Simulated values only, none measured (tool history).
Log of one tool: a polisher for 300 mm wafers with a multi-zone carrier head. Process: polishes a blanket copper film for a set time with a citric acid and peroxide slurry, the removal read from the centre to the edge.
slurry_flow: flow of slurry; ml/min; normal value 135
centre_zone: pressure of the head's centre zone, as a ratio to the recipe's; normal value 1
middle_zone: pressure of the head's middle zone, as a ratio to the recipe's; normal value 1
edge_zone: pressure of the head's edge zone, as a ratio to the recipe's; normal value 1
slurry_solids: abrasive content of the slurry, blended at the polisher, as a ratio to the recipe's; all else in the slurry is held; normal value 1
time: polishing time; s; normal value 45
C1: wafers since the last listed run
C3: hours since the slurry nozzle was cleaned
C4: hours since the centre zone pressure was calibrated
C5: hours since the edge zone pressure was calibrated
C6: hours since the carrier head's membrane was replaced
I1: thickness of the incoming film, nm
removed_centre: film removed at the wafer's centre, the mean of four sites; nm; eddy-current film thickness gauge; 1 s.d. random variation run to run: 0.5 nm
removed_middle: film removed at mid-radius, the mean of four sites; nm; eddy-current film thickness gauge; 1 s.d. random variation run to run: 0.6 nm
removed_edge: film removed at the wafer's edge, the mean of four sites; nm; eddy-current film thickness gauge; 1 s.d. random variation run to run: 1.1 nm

run 1 day=0 | slurry_flow=135 centre_zone=1 middle_zone=1 edge_zone=1 slurry_solids=1 time=45 | C1=0 wafers_polished_on_this_pad=1681 C3=469.5 C4=442.4 C5=30.8 C6=1926.8 | I1=778.3 | removed_centre=69.2 removed_middle=70.4 removed_edge=69
-- day=1.317 carrier head's membrane replaced by a new one
run 2 day=2.3 | slurry_flow=135 centre_zone=1 middle_zone=0.9 edge_zone=1.08 slurry_solids=1 time=45 | C1=628 wafers_polished_on_this_pad=2310 C3=524.7 C4=497.6 C5=86 C6=23.6 | I1=778.2 | removed_centre=69.2 removed_middle=61.7 removed_edge=71.1
-- day=2.525 slurry nozzle cleaned
run 3 day=4.467 | slurry_flow=135 centre_zone=1 middle_zone=0.91 edge_zone=1 slurry_solids=1 time=45 | C1=638 wafers_polished_on_this_pad=2948 C3=46.6 C4=549.6 C5=138 C6=75.6 | I1=780.4 | removed_centre=72.2 removed_middle=64.5 removed_edge=71.1
run 4 day=5.938 | slurry_flow=115 centre_zone=1 middle_zone=1.11 edge_zone=1 slurry_solids=0.75 time=37 | C1=441 wafers_polished_on_this_pad=3389 C3=81.9 C4=584.9 C5=173.3 C6=110.9 | I1=781.3 | removed_centre=52.8 removed_middle=57.8 removed_edge=52.8
run 5 day=8.042 | slurry_flow=135 centre_zone=1 middle_zone=1 edge_zone=1 slurry_solids=1.25 time=45 | C1=631 wafers_polished_on_this_pad=4021 C3=132.4 C4=635.4 C5=223.8 C6=161.4 | I1=769.6 | removed_centre=73.8 removed_middle=72.1 removed_edge=72.2
run 6 day=11.004 | slurry_flow=135 centre_zone=1 middle_zone=1 edge_zone=1 slurry_solids=1 time=45 | C1=889 wafers_polished_on_this_pad=4911 C3=203.5 C4=706.5 C5=294.9 C6=232.5 | I1=783.3 | removed_centre=68.9 removed_middle=68.5 removed_edge=66.9
run 7 day=13.254 | slurry_flow=135 centre_zone=1 middle_zone=1 edge_zone=1 slurry_solids=1 time=45 | C1=675 wafers_polished_on_this_pad=5587 C3=257.5 C4=760.5 C5=348.9 C6=286.5 | I1=770.2 | removed_centre=67.2 removed_middle=66.1 removed_edge=67.7
-- day=13.629 worn pad replaced by a new one
run 8 day=15.679 | slurry_flow=135 centre_zone=1 middle_zone=1 edge_zone=1 slurry_solids=1 time=45 | C1=678 wafers_polished_on_this_pad=615 C3=315.7 C4=818.7 C5=407.1 C6=344.7 | I1=778 | removed_centre=70.5 removed_middle=70.8 removed_edge=71
run 9 day=16.954 | slurry_flow=135 centre_zone=0.95 middle_zone=1 edge_zone=1 slurry_solids=1 time=57 | C1=382 wafers_polished_on_this_pad=998 C3=346.3 C4=849.3 C5=437.7 C6=375.3 | I1=777.2 | removed_centre=85.7 removed_middle=90.4 removed_edge=89
run 10 day=18.812 | slurry_flow=95 centre_zone=0.94 middle_zone=0.97 edge_zone=1 slurry_solids=0.8 time=45 | C1=558 wafers_polished_on_this_pad=1556 C3=390.9 C4=893.9 C5=482.3 C6=419.9 | I1=784.1 | removed_centre=58 removed_middle=60.3 removed_edge=65
-- day=20.15 edge zone pressure recalibrated
run 11 day=21.775 | slurry_flow=135 centre_zone=1 middle_zone=1 edge_zone=1 slurry_solids=1 time=45 | C1=864 wafers_polished_on_this_pad=2420 C3=462 C4=965 C5=39 C6=491 | I1=793.4 | removed_centre=69.8 removed_middle=69.4 removed_edge=69.5
-- day=23.925 slurry nozzle cleaned
run 12 day=24.321 | slurry_flow=110 centre_zone=1 middle_zone=1 edge_zone=0.94 slurry_solids=0.85 time=31 | C1=752 wafers_polished_on_this_pad=3172 C3=9.5 C4=1026.1 C5=100.1 C6=552.1 | I1=785.7 | removed_centre=46 removed_middle=45.2 removed_edge=43.6
run 13 day=26.475 | slurry_flow=135 centre_zone=1 middle_zone=1 edge_zone=1.04 slurry_solids=0.85 time=45 | C1=646 wafers_polished_on_this_pad=3819 C3=61.2 C4=1077.8 C5=151.8 C6=603.8 | I1=780.3 | removed_centre=68.6 removed_middle=67.2 removed_edge=67.8
run 14 day=27.633 | slurry_flow=100 centre_zone=1 middle_zone=1.11 edge_zone=1 slurry_solids=1 time=45 | C1=347 wafers_polished_on_this_pad=4167 C3=89 C4=1105.6 C5=179.6 C6=631.6 | I1=775.7 | removed_centre=66.6 removed_middle=72.5 removed_edge=66.5
-- day=29.304 centre zone pressure recalibrated
run 15 day=30 | slurry_flow=110 centre_zone=1 middle_zone=1.09 edge_zone=1 slurry_solids=1.3 time=51 | C1=685 wafers_polished_on_this_pad=4853 C3=145.8 C4=16.7 C5=236.4 C6=688.4 | I1=779.8 | removed_centre=81.1 removed_middle=85.2 removed_edge=81.3

The next listed run, before its measurement:
-- day=31.758 worn pad replaced by a new one
run 16 day=32.442 | slurry_flow=135 centre_zone=1.12 middle_zone=1 edge_zone=1 slurry_solids=1 time=45 | C1=683 wafers_polished_on_this_pad=204 C3=204.4 C4=75.3 C5=295 C6=747 | I1=768.8 | removed_centre=? removed_middle=? removed_edge=?

Run 16 produced removed_centre 78.2 nm, removed_middle 70.8 nm, removed_edge 71.5 nm.
Had the tool carried no hidden state, the very same run would have given removed_centre 80 nm, removed_middle 72.3 nm, removed_edge 72.7 nm.

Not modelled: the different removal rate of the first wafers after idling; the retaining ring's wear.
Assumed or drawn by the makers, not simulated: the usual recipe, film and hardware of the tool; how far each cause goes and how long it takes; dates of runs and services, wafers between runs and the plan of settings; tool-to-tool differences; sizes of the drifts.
